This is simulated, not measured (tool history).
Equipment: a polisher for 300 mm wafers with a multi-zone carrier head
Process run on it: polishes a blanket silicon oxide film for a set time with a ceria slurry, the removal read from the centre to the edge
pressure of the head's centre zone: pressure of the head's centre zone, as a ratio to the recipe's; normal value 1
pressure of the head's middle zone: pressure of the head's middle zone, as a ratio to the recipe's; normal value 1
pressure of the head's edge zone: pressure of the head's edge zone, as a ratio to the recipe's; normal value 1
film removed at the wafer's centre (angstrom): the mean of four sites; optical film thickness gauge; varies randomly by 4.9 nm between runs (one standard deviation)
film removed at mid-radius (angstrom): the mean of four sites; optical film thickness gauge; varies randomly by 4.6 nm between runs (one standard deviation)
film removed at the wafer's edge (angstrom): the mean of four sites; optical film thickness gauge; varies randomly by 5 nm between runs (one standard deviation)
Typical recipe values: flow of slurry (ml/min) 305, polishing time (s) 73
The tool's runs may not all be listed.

run     day  flow of slurry (ml/min)  pressure of the head's centre zone  pressure of the head's middle zone  pressure of the head's edge zone  polishing time (s)  incoming thickness of the incoming film, nm  film removed at the wafer's centre (angstrom)  film removed at mid-radius (angstrom)  film removed at the wafer's edge (angstrom)
  1       0                      305                                   1                                1.08                                 1                  73                                       1836.9                                           3609                                   3979                                         3703
  2   1.833                      305                                   1                                   1                                 1                  73                                       1871.7                                           3658                                   3810                                         3717
  3   2.846                      305                                   1                                   1                              1.07                  73                                       1872.6                                           3645                                   3775                                         3811
  4   4.842                      200                                   1                                0.96                                 1                  73                                       1896.1                                           3557                                   3519                                         3577
  5   7.121                      305                                0.94                                1.09                                 1                  73                                         1913                                           3436                                   4037                                         3815
  6      10                      305                                   1                                   1                                 1                  73                                       1881.9                                           3656                                   3773                                         3706
  7  12.133                      305                                   1                                   1                                 1                  73                                       1910.8                                           3640                                   3736                                         3688
  8  15.842                      305                                0.94                                1.09                                 1                  73                                       1852.3                                           3571                                   3985                                         3766
  9  18.717                      305                                   1                                   1                              1.12                  73                                       1834.2                                           3685                                   3762                                         3943
 10  20.233                      305                                0.94                                   1                              1.03                  73                                       1877.5                                           3447                                   3769                                         3856
 11  22.004                      305                                   1                                   1                              0.95                  73                                       1889.9                                           3605                                   3801                                         3707
 12  24.958                      305                                   1                                   1                                 1                  73                                         1841                                           3572                                   3741                                         3828
 13  27.612                      305                                   1                                   1                              1.08                  73                                       1872.7                                           3626                                   3767                                         3945
 14    30.6                      305                                   1                                   1                                 1                  73                                       1878.5                                           3679                                   3764                                         3753
 15   32.15                      390                                1.05                                1.08                                 1                  91                                       1862.3                                           4731                                   5083                                         4672
 16  33.875                      225                                   1                                   1                               1.1                  61                                       1840.8                                           2904                                   3141                                         3133
 17  36.417                      305                                   1                                   1                              1.08                  73                                         1892                                           3644                                   3809                                         3929
 18  38.121                      305                                0.95                                1.05                                 1                  73                                       1858.7                                           3497                                   3929                                         3806
 19  39.288                      305                                0.91                                   1                               0.9                  73                                       1886.8                                           3349                                   3848                                         3615
 20  41.454                      305                                0.91                                   1                               0.9                  73                                       1891.3                                           3412                                   3792                                         3610
 21  43.258                      355                                1.04                                   1                                 1                  73                                       1866.7                                           3802                                   3777                                         3773

Not shown here: 7 entries made in the log between runs. Locate each between two listed runs and compare the hidden state at the listed run before it with the hidden state at the listed run after it:
Logged between run 2 and run 3: worn pad replaced by a new one (day 2.054)
  no difference in the tool's unlogged condition between these two runs
Logged between run 7 and run 8: slurry nozzle cleaned (day 15.492)
  no difference in the tool's unlogged condition between these two runs
Logged between run 8 and run 9: worn pad replaced by a new one (day 18.262)
  no difference in the tool's unlogged condition between these two runs
Logged between run 9 and run 10: carrier head's membrane replaced by a new one (day 19.658)
  no difference in the tool's unlogged condition between these two runs
Logged between run 11 and run 12: centre zone pressure recalibrated (day 22.688)
  no difference in the tool's unlogged condition between these two runs
Logged between run 16 and run 17: worn pad replaced by a new one (day 36.275)
  no difference in the tool's unlogged condition between these two runs
Logged between run 20 and run 21: edge zone pressure recalibrated (day 42.075)
  no difference in the tool's unlogged condition between these two runs

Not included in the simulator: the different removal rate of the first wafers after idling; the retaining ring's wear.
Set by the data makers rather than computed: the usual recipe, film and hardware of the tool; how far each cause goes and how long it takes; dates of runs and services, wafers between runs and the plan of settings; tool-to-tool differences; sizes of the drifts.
